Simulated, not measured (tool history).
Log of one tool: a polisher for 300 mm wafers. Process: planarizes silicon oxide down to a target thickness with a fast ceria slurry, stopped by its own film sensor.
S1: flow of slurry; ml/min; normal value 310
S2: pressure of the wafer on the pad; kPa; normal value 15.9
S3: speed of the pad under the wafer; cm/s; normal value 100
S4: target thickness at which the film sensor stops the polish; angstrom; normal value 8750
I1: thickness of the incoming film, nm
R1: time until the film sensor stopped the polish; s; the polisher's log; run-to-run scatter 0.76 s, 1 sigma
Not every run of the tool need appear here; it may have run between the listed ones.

run	hour	S1	S2	S3	S4	I1	R1
1	0.0	310	15.9	100	9490	1357.6	36.2
2	72.9	310	15.9	100	9490	1332.8	33.6
# hour 218.2: slurry nozzle cleaned
# hour 259.1: worn pad replaced by a new one
3	265.2	355	15.9	100	8750	1356.0	41.1
4	369.1	355	15.9	100	8750	1385.3	42.3
5	461.9	310	15.9	100	8750	1357.0	40.4
6	517.6	310	15.9	118	7710	1363.9	42.2
# hour 570.9: head pressure recalibrated
7	586.5	310	15.9	118	7710	1351.5	43.6
# hour 673.5: worn pad replaced by a new one
8	694.1	310	15.9	118	7710	1375.2	47.4
# hour 728.4: slurry nozzle cleaned
9	762.6	310	15.9	100	8750	1340.5	42.6
10	996.3	310	15.9	100	8750	1350.3	42.7
# hour 1066.5: worn pad replaced by a new one
11	1087.3	310	15.9	100	8750	1387.4	44.1
12	1130.6	310	11.7	100	8750	1355.8	55.9
13	1166.7	310	15.9	100	8750	1380.9	42.4
14	1228.8	310	15.9	100	8750	1369.0	42.1
# hour 1322.6: slurry nozzle cleaned
15	1323.1	310	15.9	100	8750	1349.0	40.7
16	1364.1	310	15.9	72	8750	1362.7	56.1
# hour 1447.1: worn pad replaced by a new one
17	1451.9	310	13.8	100	8750	1373.3	49.4
18	1513.2	310	15.9	100	8750	1385.3	42.9
19	1570.0	310	19.3	66	9420	1337.7	42.1
20	1672.9	215	18.6	100	8750	1367.1	36.2
21	1733.6	355	19.3	100	8750	1380.2	33.4
# hour 1789.5: head pressure recalibrated
# hour 1809.5: worn pad replaced by a new one
22	1828.0	255	20.7	100	8750	1370.6	33.9

Forecast each of these 3 alternatives for the next run:
A	1828.4	310	15.9	100	8750	1353.5	?
B	1828.4	275	15.9	70	8750	1353.5	?
C	1828.4	235	15.9	100	8750	1353.5	?

run	R1
A	41.9
B	60.6
C	43.2
The same runs, with their run-to-run variation unchanged, on a tool lacking any hidden condition would have given:
run	R1
A	42.0
B	60.8
C	43.4

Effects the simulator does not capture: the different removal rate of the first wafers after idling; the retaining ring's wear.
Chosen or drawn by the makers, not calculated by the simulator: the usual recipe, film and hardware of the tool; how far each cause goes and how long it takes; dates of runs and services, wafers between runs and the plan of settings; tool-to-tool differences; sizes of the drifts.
